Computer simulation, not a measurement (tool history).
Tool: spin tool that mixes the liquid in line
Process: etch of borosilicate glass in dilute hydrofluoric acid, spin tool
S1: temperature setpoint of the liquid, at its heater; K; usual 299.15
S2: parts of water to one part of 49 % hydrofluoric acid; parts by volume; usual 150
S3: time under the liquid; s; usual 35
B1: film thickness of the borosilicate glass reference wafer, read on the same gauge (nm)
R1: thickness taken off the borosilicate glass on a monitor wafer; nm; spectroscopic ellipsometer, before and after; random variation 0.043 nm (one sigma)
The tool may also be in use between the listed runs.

Run 1, day 0: usual settings but S1 297.65 K, S3 25 s; B1 59.95. Result: R1 5.34 nm.
Run 2, day 3.258: usual settings but S1 297.65 K, S3 25 s; B1 59.99. Result: R1 5.34 nm.
Run 3, day 6.138: usual settings but S1 297.65 K, S3 25 s; B1 59.99. Result: R1 5.34 nm.
Run 4, day 9.854: usual settings; B1 59.96. Result: R1 7.85 nm.
Run 5, day 12.046: usual settings but S1 301.65 K, S2 100 parts by volume; B1 60.01. Result: R1 13.9 nm.
Run 6, day 14.421: usual settings but S1 296.15 K; B1 59.99. Result: R1 6.97 nm.
Run 7, day 16.825: usual settings but S1 296.15 K; B1 60.01. Result: R1 7.01 nm.
Run 8, day 19.254: usual settings but S2 185 parts by volume; B1 59.97. Result: R1 6.08 nm.
Run 9, day 23.142: usual settings but S1 303.15 K, S2 95 parts by volume; B1 60.01. Result: R1 15.47 nm.
At day 26.333: gauge calibrated.
Run 10, day 27.175: usual settings but S1 303.15 K, S2 95 parts by volume; B1 60.02. Result: R1 15.51 nm.
Run 11, day 29.821: usual settings but S1 303.15 K, S2 95 parts by volume; B1 59.99. Result: R1 15.23 nm.
Run 12, day 31.546: usual settings; B1 60.02. Result: R1 7.81 nm.
Run 13, day 34.746: usual settings; B1 60. Result: R1 7.74 nm.
Run 14, day 37.696: usual settings; B1 59.98. Result: R1 7.74 nm.
Run 15, day 41.804: usual settings; B1 59.96. Result: R1 7.76 nm.
Run 16, day 45.838: usual settings; B1 60. Result: R1 7.69 nm.
At day 46.496: hydrofluoric acid flow meter replaced.
Run 17, day 47.946: usual settings but S1 303.15 K; B1 60.03. Result: R1 8.92 nm.
Run 18, day 50.992: usual settings but S1 301.15 K, S3 20 s; B1 60.02. Result: R1 4.73 nm.
Run 19, day 55.021: usual settings but S1 297.65 K, S2 220 parts by volume; B1 59.99. Result: R1 4.56 nm.
Run 20, day 61.317: usual settings; B1 60. Result: R1 7.62 nm.
Run 21, day 64.358: usual settings but S1 301.15 K, S2 110 parts by volume, S3 30 s; B1 60.03. Result: R1 10.12 nm.
At day 66.688: thermometer replaced.
Run 22, day 68.212: usual settings but S1 303.15 K, S2 95 parts by volume, S3 55 s; B1 60. Result: R1 24.87 nm.
Run 23, day 70.85: usual settings; B1 60.03. Result: R1 8.02 nm.
Run 24, day 73.517: usual settings but S2 95 parts by volume, S3 45 s; B1 60. Result: R1 17.46 nm.
Run 25, day 75.088: usual settings but S3 15 s; B1 59.98. Result: R1 3.43 nm.
Run 26, day 76.929: usual settings but S3 20 s; B1 60.05. Result: R1 4.61 nm.
Run 27, day 80.396: usual settings; B1 59.95. Result: R1 7.98 nm.
Run 28, day 83.679: usual settings but S3 50 s; B1 59.98. Result: R1 11.4 nm.
Run 29, day 87.612: usual settings but S2 80 parts by volume, S3 25 s; B1 60.01. Result: R1 11.59 nm.
Run 30, day 90.483: usual settings; B1 60. Result: R1 7.92 nm.
Run 31, day 93.838: usual settings but S1 295.65 K; B1 60.02. Result: R1 7.01 nm.
Run 32, day 95.675: usual settings; B1 60.03. Result: R1 7.91 nm.
At day 96.858: gauge calibrated.
Run 33, day 97.2: usual settings but S2 95 parts by volume; B1 60.01. Result: R1 13.52 nm.
Run 34, day 100.196: usual settings; B1 59.97. Result: R1 7.91 nm.

3 ways to go on from here, each from the tool as it stands after run 34. What would each give?
Run A, day 100.212: usual settings; B1 ?. Result: R1 ?.
Run B, day 100.212: usual settings but S1 295.15 K; B1 ?. Result: R1 ?.
Run C, day 100.212: usual settings but S3 25 s; B1 ?. Result: R1 ?.

run  B1    R1
  A  60  7.95
  B  60  6.82
  C  60  5.68
Without the tool's hidden state the same runs would have given:
run    R1
  A  8.12
  B  6.97
  C   5.8
